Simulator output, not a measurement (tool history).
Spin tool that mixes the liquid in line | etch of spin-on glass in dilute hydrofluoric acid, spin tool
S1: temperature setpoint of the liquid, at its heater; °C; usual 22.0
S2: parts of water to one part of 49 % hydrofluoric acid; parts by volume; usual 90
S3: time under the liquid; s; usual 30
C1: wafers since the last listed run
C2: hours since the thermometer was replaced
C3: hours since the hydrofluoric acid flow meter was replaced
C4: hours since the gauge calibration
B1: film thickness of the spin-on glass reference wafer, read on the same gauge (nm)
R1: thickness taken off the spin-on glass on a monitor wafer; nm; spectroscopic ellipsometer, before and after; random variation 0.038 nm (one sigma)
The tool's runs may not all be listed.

Run 1, day 0.000: usual settings; C1 0; C2 260.8; C3 522.3; C4 1918.9; B1 129.99. Result: R1 10.51 nm.
Run 2, day 3.496: usual settings; C1 1421; C2 344.7; C3 606.2; C4 2002.8; B1 129.93. Result: R1 10.59 nm.
Run 3, day 7.425: usual settings; C1 1597; C2 439.0; C3 700.5; C4 2097.1; B1 129.93. Result: R1 10.64 nm.
Run 4, day 9.125: usual settings but S2 125 parts by volume; C1 691; C2 479.8; C3 741.3; C4 2137.9; B1 129.98. Result: R1 7.38 nm.
Run 5, day 11.250: usual settings; C1 863; C2 530.8; C3 792.3; C4 2188.9; B1 130.01. Result: R1 10.55 nm.
Run 6, day 14.162: usual settings; C1 1184; C2 600.7; C3 862.2; C4 2258.8; B1 129.97. Result: R1 10.59 nm.
Run 7, day 16.421: usual settings; C1 918; C2 654.9; C3 916.4; C4 2313.0; B1 130.00. Result: R1 10.67 nm.
Run 8, day 20.192: usual settings; C1 1533; C2 745.4; C3 1006.9; C4 2403.5; B1 130.02. Result: R1 10.80 nm.
Run 9, day 22.112: usual settings; C1 780; C2 791.5; C3 1053.0; C4 2449.6; B1 129.99. Result: R1 10.70 nm.
Run 10, day 24.858: usual settings; C1 1116; C2 857.4; C3 1118.9; C4 2515.5; B1 130.00. Result: R1 10.73 nm.
At day 28.346: hydrofluoric acid flow meter replaced.
Run 11, day 28.400: usual settings; C1 1422; C2 942.4; C3 1.3; C4 2600.5; B1 129.99. Result: R1 10.33 nm.
Run 12, day 30.612: usual settings; C1 899; C2 995.5; C3 54.4; C4 2653.6; B1 129.98. Result: R1 10.39 nm.
Run 13, day 33.958: usual settings but S1 18.5 °C, S2 75 parts by volume, S3 15 s; C1 1360; C2 1075.8; C3 134.7; C4 2733.9; B1 130.02. Result: R1 5.51 nm.
Run 14, day 47.154: usual settings but S1 18.5 °C, S2 50 parts by volume, S3 50 s; C1 5365; C2 1392.5; C3 451.4; C4 3050.6; B1 129.96. Result: R1 28.47 nm.
Run 15, day 49.029: usual settings but S1 26.0 °C, S2 60 parts by volume; C1 762; C2 1437.5; C3 496.4; C4 3095.6; B1 129.97. Result: R1 19.45 nm.
Run 16, day 50.542: usual settings but S2 130 parts by volume; C1 614; C2 1473.8; C3 532.7; C4 3131.9; B1 130.02. Result: R1 6.93 nm.
Run 17, day 54.358: usual settings but S1 17.5 °C, S3 25 s; C1 1551; C2 1565.4; C3 624.3; C4 3223.5; B1 130.01. Result: R1 7.29 nm.
Run 18, day 57.438: usual settings; C1 1251; C2 1639.3; C3 698.2; C4 3297.4; B1 130.03. Result: R1 10.69 nm.
Run 19, day 61.721: usual settings but S2 65 parts by volume; C1 1741; C2 1742.1; C3 801.0; C4 3400.2; B1 129.99. Result: R1 15.18 nm.
Run 20, day 64.733: usual settings but S3 45 s; C1 1224; C2 1814.4; C3 873.3; C4 3472.5; B1 129.96. Result: R1 16.00 nm.
Run 21, day 66.238: usual settings but S3 15 s; C1 611; C2 1850.5; C3 909.4; C4 3508.6; B1 129.98. Result: R1 5.31 nm.
Run 22, day 68.762: usual settings but S1 23.5 °C; C1 1026; C2 1911.1; C3 970.0; C4 3569.2; B1 130.06. Result: R1 11.36 nm.
Run 23, day 72.921: usual settings but S3 20 s; C1 1690; C2 2010.9; C3 1069.8; C4 3669.0; B1 129.99. Result: R1 7.16 nm.
At day 80.933: gauge calibrated.
Run 24, day 81.575: usual settings; C1 3518; C2 2218.6; C3 1277.5; C4 15.4; B1 130.00. Result: R1 10.85 nm.
Run 25, day 85.346: usual settings; C1 1533; C2 2309.1; C3 1368.0; C4 105.9; B1 130.00. Result: R1 10.87 nm.
At day 86.112: hydrofluoric acid flow meter replaced.
Run 26, day 89.404: usual settings; C1 1633; C2 2406.5; C3 79.0; C4 203.3; B1 129.98. Result: R1 10.39 nm.
Run 27, day 92.300: usual settings; C1 1177; C2 2476.0; C3 148.5; C4 272.8; B1 130.04. Result: R1 10.40 nm.
At day 92.800: thermometer replaced.
Run 28, day 99.688: usual settings but S1 26.0 °C, S2 45 parts by volume, S3 25 s; C1 2986; C2 165.3; C3 325.8; C4 450.1; B1 129.99. Result: R1 21.80 nm.
Run 29, day 103.842: usual settings but S1 17.0 °C, S2 60 parts by volume, S3 50 s; C1 1688; C2 265.0; C3 425.5; C4 549.8; B1 130.01. Result: R1 22.03 nm.
Run 30, day 105.475: usual settings but S1 17.5 °C, S2 45 parts by volume, S3 15 s; C1 664; C2 304.2; C3 464.7; C4 589.0; B1 129.98. Result: R1 9.17 nm.
Run 31, day 117.896: usual settings; C1 5049; C2 602.3; C3 762.8; C4 887.1; B1 130.00. Result: R1 10.57 nm.
Run 32, day 119.583: usual settings but S2 110 parts by volume; C1 686; C2 642.8; C3 803.3; C4 927.6; B1 129.97. Result: R1 8.46 nm.
Run 33, day 123.912: usual settings but S1 25.5 °C, S3 45 s; C1 1760; C2 746.7; C3 907.2; C4 1031.5; B1 129.98. Result: R1 18.40 nm.
Run 34, day 125.542: usual settings; C1 662; C2 785.8; C3 946.3; C4 1070.6; B1 129.96. Result: R1 10.69 nm.

What the log doesn't show, run by run:
liquid hotter than its thermometer reads (K): 0 in every run
gauge reads high (%): 0 in every run
H1: hydrofluoric acid flow above the setpoint (%)
run     H1
  1   1.67
  2   1.93
  3   2.23
  4   2.35
  5   2.51
  6   2.73
  7    2.9
  8   3.19
  9   3.33
 10   3.54
 11   0.12
 12  0.287
 13  0.539
 14   1.53
 15   1.67
 16   1.79
 17   2.07
 18   2.31
 19   2.63
 20   2.86
 21   2.97
 22   3.16
 23   3.47
 24   4.12
 25   4.41
 26  0.434
 27  0.652
 28   1.21
 29   1.52
 30   1.64
 31   2.58
 32   2.71
 33   3.03
 34   3.16
